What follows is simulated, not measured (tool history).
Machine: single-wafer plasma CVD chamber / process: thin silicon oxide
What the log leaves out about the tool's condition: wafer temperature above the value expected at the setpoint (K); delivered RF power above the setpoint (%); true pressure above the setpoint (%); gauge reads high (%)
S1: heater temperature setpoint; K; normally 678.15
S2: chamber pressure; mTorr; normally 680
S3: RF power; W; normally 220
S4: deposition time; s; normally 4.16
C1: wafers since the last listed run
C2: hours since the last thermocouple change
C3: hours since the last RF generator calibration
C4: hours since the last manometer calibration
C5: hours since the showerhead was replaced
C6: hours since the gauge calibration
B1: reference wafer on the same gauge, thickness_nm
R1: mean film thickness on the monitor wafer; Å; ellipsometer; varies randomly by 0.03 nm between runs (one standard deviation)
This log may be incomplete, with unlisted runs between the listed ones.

run    hour      S1   S2   S3    S4    C1      C2      C3      C4      C5      C6     B1     R1
  1     0.0  666.15  680  220  4.16     0   603.5  1475.1  1173.6  3200.0   741.5  7.021  59.19
  2   115.9  666.15  680  220  4.16  3303   719.4  1591.0  1289.5  3315.9   857.4  7.014  58.80
  3   166.4  678.15  680  220  4.16  1439   769.9  1641.5  1340.0  3366.4   907.9  7.018  58.28
  4   230.1  678.15  680  220  4.16  1815   833.6  1705.2  1403.7  3430.1   971.6  7.004  57.71
      296.2  -- thermocouple changed; heater temperature recalibrated
  5   300.0  678.15  680  220  4.16  1764     3.8  1775.1  1473.6  3500.0  1041.5  7.027  57.91
      327.3  -- RF generator calibrated
  6   408.0  678.15  680  220  4.16  2850   111.8    80.7  1581.6  3608.0  1149.5  7.005  59.14
  7   705.7  678.15  680  220  4.16  8485   409.5   378.4  1879.3  3905.7  1447.2  7.027  58.63
      741.2  -- showerhead replaced
  8   765.8  678.15  680  220  4.16  1485   469.6   438.5  1939.4    24.6  1507.3  7.017  58.34
      811.9  -- gauge calibrated
  9   842.7  678.15  680  220  4.16  2191   546.5   515.4  2016.3   101.5    30.8  7.020  58.35
      929.8  -- capacitance manometer re-zeroed and calibrated
 10   930.3  678.15  680  220  4.16  2268   634.1   603.0     0.5   189.1   118.4  7.012  60.58
 11  1003.7  678.15  680  210  4.97  2092   707.5   676.4    73.9   262.5   191.8  7.020  70.88
 12  1046.1  678.15  628  220  4.16  1208   749.9   718.8   116.3   304.9   234.2  7.028  57.40
 13  1152.1  671.15  781  235  4.16  3021   855.9   824.8   222.3   410.9   340.2  7.021  68.12
 14  1207.1  678.15  680  220  4.16  1567   910.9   879.8   277.3   465.9   395.2  7.016  60.23
 15  1266.3  678.15  680  220  4.70  1687   970.1   939.0   336.5   525.1   454.4  7.024  68.07
 16  1350.6  678.15  680  220  4.16  2402  1054.4  1023.3   420.8   609.4   538.7  7.026  60.11
     1363.0  -- thermocouple changed; heater temperature recalibrated
 17  1409.7  678.15  680  235  4.16  1456    46.7  1082.4   479.9   668.5   597.8  7.005  60.97
 18  1485.3  666.15  680  220  4.16  2154   122.3  1158.0   555.5   744.1   673.4  7.024  60.08
 19  1547.7  678.15  769  220  4.86  1778   184.7  1220.4   617.9   806.5   735.8  7.017  75.43
 20  1595.9  669.15  680  255  4.48  1373   232.9  1268.6   666.1   854.7   784.0  7.020  67.33
 21  1693.5  678.15  581  220  3.85  2782   330.5  1366.2   763.7   952.3   881.6  7.020  49.61
 22  1770.2  678.15  680  220  4.16  2186   407.2  1442.9   840.4  1029.0   958.3  7.025  59.53
 23  1861.8  678.15  680  220  4.89  2610   498.8  1534.5   932.0  1120.6  1049.9  7.020  68.97
 24  1913.1  678.15  680  205  4.16  1462   550.1  1585.8   983.3  1171.9  1101.2  7.021  57.52
 25  1953.0  691.15  753  220  4.71  1137   590.0  1625.7  1023.2  1211.8  1141.1  7.015  69.94
 26  1999.9  666.15  680  220  4.49  1336   636.9  1672.6  1070.1  1258.7  1188.0  7.031  64.09
 27  2064.0  678.15  680  220  4.16  1827   701.0  1736.7  1134.2  1322.8  1252.1  7.027  58.53

5 options for the next run, each taken on its own from the tool as it stands now. Forecast them:
  A  2064.4  678.15  680  220  4.16  11  701.4  1737.1  1134.6  1323.2  1252.5   ?   ?
  B  2064.4  684.15  680  220  3.78  11  701.4  1737.1  1134.6  1323.2  1252.5   ?   ?
  C  2064.4  691.15  680  245  3.67  11  701.4  1737.1  1134.6  1323.2  1252.5   ?   ?
  D  2064.4  683.15  680  190  4.16  11  701.4  1737.1  1134.6  1323.2  1252.5   ?   ?
  E  2064.4  678.15  634  220  4.16  11  701.4  1737.1  1134.6  1323.2  1252.5   ?   ?

run     B1     R1
  A  7.015  58.46
  B  7.015  52.89
  C  7.015  53.19
  D  7.015  55.00
  E  7.015  55.94
With the hidden condition removed and each run's random variation left untouched, the same runs would have given:
run     R1
  A  60.98
  B  55.17
  C  55.47
  D  57.45
  E  58.35
